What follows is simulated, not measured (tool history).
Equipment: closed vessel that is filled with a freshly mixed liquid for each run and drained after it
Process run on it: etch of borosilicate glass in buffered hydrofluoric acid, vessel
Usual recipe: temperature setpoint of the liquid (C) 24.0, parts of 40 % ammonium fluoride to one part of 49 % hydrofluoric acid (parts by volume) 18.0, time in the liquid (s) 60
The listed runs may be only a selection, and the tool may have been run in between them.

run,day,temperature setpoint of the liquid (C),parts of 40 % ammonium fluoride to one part of 49 % hydrofluoric acid (parts by volume),time in the liquid (s),"read-back film thickness of the borosilicate glass reference wafer, read on the same gauge (nm)",thickness taken off the borosilicate glass on a monitor wafer (Å)
1,0.000,24.0,18.0,60,99.99,453.1
# day 0.296: hydrofluoric acid flow meter replaced
2,0.829,24.0,18.0,50,99.98,392.3
3,1.675,26.0,18.0,60,99.98,520.6
4,2.538,24.0,22.5,65,100.00,410.3
5,3.758,24.0,18.0,60,99.97,474.2
6,4.529,24.0,18.0,60,100.00,478.3
7,5.362,24.0,18.0,60,99.99,477.3
8,6.150,24.0,18.0,60,100.04,464.9
# day 7.233: hydrofluoric acid flow meter replaced, repeated, since the last time left the tool worse
9,7.588,24.0,18.0,60,99.98,422.6
# day 7.642: gauge calibrated
10,8.229,24.0,18.0,70,100.03,500.4
11,8.962,24.0,18.0,60,100.01,432.9
12,10.429,22.0,14.5,60,100.00,483.7
13,11.267,26.0,12.0,60,100.01,718.0
# day 14.150: thermometer replaced
14,14.425,24.0,18.0,75,99.99,541.8
15,15.412,21.0,18.0,75,99.97,459.5
16,16.746,24.0,13.0,60,100.01,615.8
17,18.154,24.0,16.0,60,100.04,502.1
18,19.071,22.5,18.0,75,100.04,509.7
19,19.958,27.5,18.0,80,99.99,708.4
20,20.500,22.5,18.0,45,99.99,305.3
21,21.058,24.0,18.0,60,100.00,445.0
22,21.954,24.0,18.0,60,100.06,442.7
23,22.629,24.0,20.0,60,100.05,397.1
# day 23.392: hydrofluoric acid flow meter replaced
24,23.475,24.0,12.5,60,99.99,609.7
25,24.625,24.0,18.0,60,100.03,424.0
26,25.804,24.0,23.0,40,100.01,227.8
27,26.462,26.5,18.0,70,100.04,561.4
28,27.721,24.0,23.5,60,99.98,343.7
29,28.896,25.5,15.5,30,100.03,272.4
30,31.217,24.0,18.0,60,99.98,436.4
31,32.017,24.0,14.5,60,99.99,549.2
32,33.142,22.0,18.0,60,100.01,394.6
33,36.633,24.0,18.0,60,100.02,444.6

Consider 3 possible next runs. They are alternatives, not a sequence: every one starts from the tool as it was left by run 33. What does each give?
A,36.662,19.5,18.0,60,?,?
B,36.662,22.0,24.5,45,?,?
C,36.662,29.0,14.5,80,?,?

run,"read-back film thickness of the borosilicate glass reference wafer, read on the same gauge (nm)",thickness taken off the borosilicate glass on a monitor wafer (Å)
A,99.99,350.7
B,99.99,233.2
C,99.99,963.9
The same runs, with their run-to-run variation unchanged, on a tool lacking any hidden condition would have given:
run,thickness taken off the borosilicate glass on a monitor wafer (Å)
A,337.3
B,227.0
C,927.4
